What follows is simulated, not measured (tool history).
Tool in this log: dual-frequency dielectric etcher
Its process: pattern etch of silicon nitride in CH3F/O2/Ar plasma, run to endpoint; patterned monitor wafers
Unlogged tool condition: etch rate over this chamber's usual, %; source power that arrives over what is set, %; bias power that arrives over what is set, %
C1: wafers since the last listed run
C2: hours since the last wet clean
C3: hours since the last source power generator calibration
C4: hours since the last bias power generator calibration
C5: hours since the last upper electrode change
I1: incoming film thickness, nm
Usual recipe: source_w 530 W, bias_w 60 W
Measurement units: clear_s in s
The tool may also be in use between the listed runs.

Run 1, day 0.000: usual settings; C1 0; C2 478.2; C3 2676.8; C4 4563.6; C5 1931.5; I1 29.45. Result: clear_s 41.3 s.
Run 2, day 0.675: usual settings; C1 281; C2 494.4; C3 2693.0; C4 4579.8; C5 1947.7; I1 29.14. Result: clear_s 41.3 s.
Run 3, day 1.212: usual settings; C1 223; C2 507.3; C3 2705.9; C4 4592.7; C5 1960.6; I1 29.36. Result: clear_s 42.2 s.
Run 4, day 1.525: usual settings; C1 130; C2 514.8; C3 2713.4; C4 4600.2; C5 1968.1; I1 29.20. Result: clear_s 41.3 s.
At day 3.033: wet clean of the chamber.
Run 5, day 3.054: usual settings; C1 220; C2 0.5; C3 2750.1; C4 4636.9; C5 2004.8; I1 29.49. Result: clear_s 40.4 s.
Run 6, day 3.071: usual settings; C1 6; C2 0.9; C3 2750.5; C4 4637.3; C5 2005.2; I1 29.52. Result: clear_s 40.3 s.
Run 7, day 3.292: usual settings but bias_w 70 W; C1 91; C2 6.2; C3 2755.8; C4 4642.6; C5 2010.5; I1 29.60. Result: clear_s 38.6 s.
Run 8, day 3.996: usual settings; C1 293; C2 23.1; C3 2772.7; C4 4659.5; C5 2027.4; I1 29.19. Result: clear_s 39.7 s.
Run 9, day 4.317: usual settings; C1 133; C2 30.8; C3 2780.4; C4 4667.2; C5 2035.1; I1 29.12. Result: clear_s 39.9 s.
Run 10, day 4.583: usual settings; C1 111; C2 37.2; C3 2786.8; C4 4673.6; C5 2041.5; I1 29.28. Result: clear_s 39.8 s.
Run 11, day 4.871: usual settings but bias_w 52 W; C1 119; C2 44.1; C3 2793.7; C4 4680.5; C5 2048.4; I1 29.75. Result: clear_s 42.2 s.
Run 12, day 5.338: usual settings but bias_w 52 W; C1 194; C2 55.3; C3 2804.9; C4 4691.7; C5 2059.6; I1 29.31. Result: clear_s 41.6 s.
Run 13, day 5.762: usual settings but source_w 630 W, bias_w 67 W; C1 176; C2 65.5; C3 2815.1; C4 4701.9; C5 2069.8; I1 29.63. Result: clear_s 36.0 s.
Run 14, day 6.325: usual settings but source_w 580 W, bias_w 51 W; C1 234; C2 79.0; C3 2828.6; C4 4715.4; C5 2083.3; I1 29.33. Result: clear_s 40.2 s.
Run 15, day 7.038: usual settings; C1 296; C2 96.1; C3 2845.7; C4 4732.5; C5 2100.4; I1 29.24. Result: clear_s 40.1 s.
Run 16, day 7.471: usual settings; C1 180; C2 106.5; C3 2856.1; C4 4742.9; C5 2110.8; I1 29.12. Result: clear_s 40.4 s.
Run 17, day 7.725: usual settings but source_w 590 W, bias_w 66 W; C1 105; C2 112.6; C3 2862.2; C4 4749.0; C5 2116.9; I1 29.37. Result: clear_s 36.8 s.
At day 8.242: source power generator calibrated.
At day 8.838: bias power generator calibrated.
Run 18, day 9.800: usual settings but source_w 570 W, bias_w 72 W; C1 725; C2 162.4; C3 37.4; C4 23.1; C5 2166.7; I1 29.50. Result: clear_s 36.9 s.
Run 19, day 10.212: usual settings but source_w 640 W, bias_w 50 W; C1 171; C2 172.3; C3 47.3; C4 33.0; C5 2176.6; I1 29.31. Result: clear_s 38.3 s.
Run 20, day 10.588: usual settings; C1 156; C2 181.3; C3 56.3; C4 42.0; C5 2185.6; I1 29.39. Result: clear_s 40.8 s.
Run 21, day 11.133: usual settings but source_w 610 W, bias_w 66 W; C1 227; C2 194.4; C3 69.4; C4 55.1; C5 2198.7; I1 29.02. Result: clear_s 36.2 s.
Run 22, day 11.708: usual settings; C1 239; C2 208.2; C3 83.2; C4 68.9; C5 2212.5; I1 29.25. Result: clear_s 40.9 s.
Run 23, day 12.046: usual settings but source_w 630 W, bias_w 64 W; C1 140; C2 216.3; C3 91.3; C4 77.0; C5 2220.6; I1 28.98. Result: clear_s 35.7 s.
Run 24, day 12.412: usual settings but source_w 570 W, bias_w 69 W; C1 152; C2 225.1; C3 100.1; C4 85.8; C5 2229.4; I1 29.06. Result: clear_s 37.2 s.
At day 13.996: upper electrode replaced.
Run 25, day 14.017: usual settings but source_w 660 W, bias_w 46 W; C1 251; C2 263.6; C3 138.6; C4 124.3; C5 0.5; I1 29.36. Result: clear_s 39.2 s.
Run 26, day 14.029: usual settings; C1 5; C2 263.9; C3 138.9; C4 124.6; C5 0.8; I1 29.21. Result: clear_s 40.8 s.
Run 27, day 14.250: usual settings but source_w 570 W, bias_w 47 W; C1 91; C2 269.2; C3 144.2; C4 129.9; C5 6.1; I1 29.07. Result: clear_s 42.1 s.
Run 28, day 14.692: usual settings but source_w 620 W, bias_w 55 W; C1 183; C2 279.8; C3 154.8; C4 140.5; C5 16.7; I1 29.45. Result: clear_s 39.2 s.
Run 29, day 15.288: usual settings; C1 248; C2 294.1; C3 169.1; C4 154.8; C5 31.0; I1 29.29. Result: clear_s 40.7 s.
Run 30, day 16.008: usual settings but source_w 620 W; C1 300; C2 311.4; C3 186.4; C4 172.1; C5 48.3; I1 29.18. Result: clear_s 37.4 s.
Run 31, day 16.567: usual settings but source_w 610 W; C1 232; C2 324.8; C3 199.8; C4 185.5; C5 61.7; I1 29.36. Result: clear_s 37.9 s.
Run 32, day 17.300: usual settings but source_w 440 W; C1 305; C2 342.4; C3 217.4; C4 203.1; C5 79.3; I1 29.50. Result: clear_s 45.8 s.
Run 33, day 17.750: usual settings but source_w 640 W, bias_w 51 W; C1 187; C2 353.2; C3 228.2; C4 213.9; C5 90.1; I1 29.45. Result: clear_s 39.5 s.
Run 34, day 18.179: usual settings but source_w 480 W, bias_w 70 W; C1 178; C2 363.5; C3 238.5; C4 224.2; C5 100.4; I1 29.40. Result: clear_s 41.5 s.
Run 35, day 18.858: usual settings but source_w 460 W, bias_w 56 W; C1 282; C2 379.8; C3 254.8; C4 240.5; C5 116.7; I1 29.11. Result: clear_s 45.8 s.
Run 36, day 19.429: usual settings but source_w 620 W, bias_w 53 W; C1 237; C2 393.5; C3 268.5; C4 254.2; C5 130.4; I1 29.09. Result: clear_s 39.2 s.

What the log doesn't show, run by run:
source power that arrives over what is set, %: 0 at every run
bias power that arrives over what is set, %: 0 at every run
H1: etch rate over this chamber's usual, %
run       H1
  1    -3.46
  2    -3.59
  3     -3.7
  4    -3.77
  5    0.353
  6     0.35
  7    0.305
  8    0.164
  9   0.0996
 10   0.0461
 11  -0.0116
 12   -0.105
 13    -0.19
 14   -0.303
 15   -0.446
 16   -0.533
 17   -0.584
 18       -1
 19    -1.08
 20    -1.16
 21    -1.27
 22    -1.38
 23    -1.45
 24    -1.52
 25    -1.85
 26    -1.85
 27    -1.89
 28    -1.98
 29     -2.1
 30    -2.25
 31    -2.36
 32    -2.51
 33     -2.6
 34    -2.68
 35    -2.82
 36    -2.93

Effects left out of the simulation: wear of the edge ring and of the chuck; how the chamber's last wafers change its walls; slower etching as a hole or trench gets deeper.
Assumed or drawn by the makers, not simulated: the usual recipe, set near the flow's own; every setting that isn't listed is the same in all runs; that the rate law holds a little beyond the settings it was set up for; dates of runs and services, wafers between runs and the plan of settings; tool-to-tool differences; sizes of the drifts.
